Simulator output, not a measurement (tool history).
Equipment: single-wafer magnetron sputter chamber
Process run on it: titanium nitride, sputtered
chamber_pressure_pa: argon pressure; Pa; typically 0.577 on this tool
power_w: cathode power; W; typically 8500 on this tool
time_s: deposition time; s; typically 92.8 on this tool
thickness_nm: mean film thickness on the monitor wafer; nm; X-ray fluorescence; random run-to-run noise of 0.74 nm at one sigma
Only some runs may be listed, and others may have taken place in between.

run	hour	chamber_pressure_pa	power_w	time_s	wafers since the last listed run	wafers on the sputter target	hours since the last manometer calibration	hours since the magnet pack was replaced	hours since the gauge calibration	read-back reference wafer on the same gauge, thickness_nm	thickness_nm
1	0	0.577	8500	92.8	0	2106	2404.9	7875.9	160.9	178.008	153.056
2	23.5	0.577	8500	92.8	246	2352	2428.4	7899.4	184.4	177.92	153.613
3	40.4	0.577	8500	92.8	177	2530	2445.3	7916.3	201.3	177.76	153.104
4	59.6	0.577	8500	92.8	201	2731	2464.5	7935.5	220.5	177.821	153.958
5	83	0.577	8500	84.3	245	2976	2487.9	7958.9	243.9	177.331	138.996
6	108.1	0.449	8500	92.8	263	3239	2513	7984	269	177.422	160.07
7	124.8	0.577	8500	92.8	175	3414	2529.7	8000.7	285.7	177.262	152.8
8	146.6	0.577	8500	92.8	228	3642	2551.5	8022.5	307.5	176.977	153.167
9	168.4	0.577	8500	92.8	228	3871	2573.3	8044.3	329.3	176.797	152.879
10	182.5	0.577	8500	92.8	147	4019	2587.4	8058.4	343.4	176.601	150.699
11	206.4	0.577	9200	92.8	250	4269	2611.3	8082.3	367.3	176.553	163.352
# hour 233.4: capacitance manometer re-zeroed and calibrated
12	233.9	0.577	8500	92.8	204	4474	0.5	8109.8	394.8	176.311	151.507
13	265.1	0.577	8500	92.8	326	4801	31.7	8141	426	176.15	151.8
14	296.2	0.577	8500	92.8	325	5126	62.8	8172.1	457.1	175.806	150.543
15	324.4	0.755	10500	108.3	295	5422	91	8200.3	485.3	175.742	202.695
16	352.7	0.372	6850	106.6	296	5719	119.3	8228.6	513.6	175.541	151.293
# hour 365.3: sputter target and shields replaced
17	383.9	0.577	8500	84.3	243	194	150.5	8259.8	544.8	175.319	138.005
18	413	0.713	9650	108.6	304	499	179.6	8288.9	573.9	174.988	188.836
19	443.3	0.422	9650	76.6	317	817	209.9	8319.2	604.2	174.867	148.292
# hour 452: gauge calibrated
20	479.1	0.355	6550	108.9	375	1192	245.7	8355	27.1	178.228	152.981
# hour 493.4: magnet pack replaced
21	541.9	0.47	8500	92.8	574	1766	308.5	48.5	89.9	178.065	159.993
22	561.3	0.577	7000	92.8	203	1970	327.9	67.9	109.3	177.665	126.364
23	586.5	0.577	8500	92.8	264	2234	353.1	93.1	134.5	177.505	152.234
24	618.6	0.511	7750	108.8	336	2570	385.2	125.2	166.6	177.256	167.333
25	637.6	0.577	7150	104.8	199	2769	404.2	144.2	185.6	176.975	145.537
26	656.7	0.798	10500	92.8	200	2969	423.3	163.3	204.7	177.014	174.155
27	683.2	0.577	8500	92.8	277	3247	449.8	189.8	231.2	176.922	152.949

Consider 4 possible next runs. They are alternatives, not a sequence: every one starts from the tool as it was left by run 27. What does each give?
A	683.6	0.577	8500	92.8	4	3251	450.2	190.2	231.6	?	?
B	683.6	0.762	9750	92.8	4	3251	450.2	190.2	231.6	?	?
C	683.6	0.74	10250	108.3	4	3251	450.2	190.2	231.6	?	?
D	683.6	0.514	8500	92.8	4	3251	450.2	190.2	231.6	?	?

run	read-back reference wafer on the same gauge, thickness_nm	thickness_nm
A	176.921	151.095
B	176.921	161.629
C	176.921	199.57
D	176.921	154.578
Stripped of hidden state, with their random variation kept, the same runs would have yielded:
run	thickness_nm
A	152.963
B	163.627
C	202.037
D	156.489

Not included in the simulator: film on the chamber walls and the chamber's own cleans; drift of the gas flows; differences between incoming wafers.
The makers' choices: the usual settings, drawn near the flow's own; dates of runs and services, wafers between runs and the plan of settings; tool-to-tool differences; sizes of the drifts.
